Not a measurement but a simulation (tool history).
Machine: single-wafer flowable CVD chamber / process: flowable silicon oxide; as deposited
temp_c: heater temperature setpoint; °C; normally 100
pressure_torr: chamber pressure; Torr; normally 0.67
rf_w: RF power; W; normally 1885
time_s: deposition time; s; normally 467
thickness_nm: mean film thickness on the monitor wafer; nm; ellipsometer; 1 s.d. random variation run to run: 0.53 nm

run    hour  temp_c  pressure_torr  rf_w  time_s  read-back reference wafer on the same gauge, thickness_nm  thickness_nm
  1       0     100          0.588  1885     467                                                    247.869       216.623
  2    58.6     100          0.588  1885     467                                                    248.082       216.515
  3   111.6     100           0.67  1885     467                                                    247.902       246.181
      135.4  -- capacitance manometer re-zeroed and calibrated
  4   141.3     108           0.67  1885     403                                                    247.979       156.634
      237.7  -- showerhead replaced
  5   248.8     108           0.67  1885     403                                                    247.964       155.592
  6   284.1     100           0.67  2175     467                                                    248.022       253.218
  7   314.7     100           0.67  2145     467                                                    247.935       251.654
  8     391     100           0.67  2145     467                                                    247.988       252.835
  9   428.6     108           0.67  1730     491                                                     247.89       186.252
 10   456.7     100           0.67  1705     467                                                    248.054        238.85
 11   588.3     100           0.67  1885     467                                                    247.958       245.242
 12   630.4     100          0.774  2185     416                                                    247.917       259.763
      661.4  -- RF generator calibrated
      682.9  -- gauge calibrated
 13   701.1      91          0.538  2115     425                                                    248.101       262.016
 14   757.8     106          0.589  1780     408                                                    248.026       149.887
 15     797     100           0.67  1885     467                                                    248.076       247.966
 16   848.1      85           0.67  1560     400                                                    247.886       346.598
 17   910.9     100          0.739  1885     504                                                    247.955        294.08
 18   968.9     100           0.67  1620     467                                                    248.088        236.83
      986.7  -- thermocouple changed; heater temperature recalibrated
 19  1025.9     100          0.566  1740     540                                                    247.884       238.181
 20    1180     113          0.518  2235     530                                                     247.93       139.573
       1191  -- capacitance manometer re-zeroed and calibrated
 21    1250     100           0.67  1885     467                                                    248.032       247.293
 22  1276.9      94           0.76  1570     467                                                    248.101       333.211

Estimate the outcome of run 23 from the log above:
 23  1303.9     100           0.67  1885     467                                                          ?             ?

read-back reference wafer on the same gauge, thickness_nm: 247.928
thickness_nm: 247.024 nm
Minus the tool's unlogged condition, the same run would have read thickness_nm 247.425 nm.
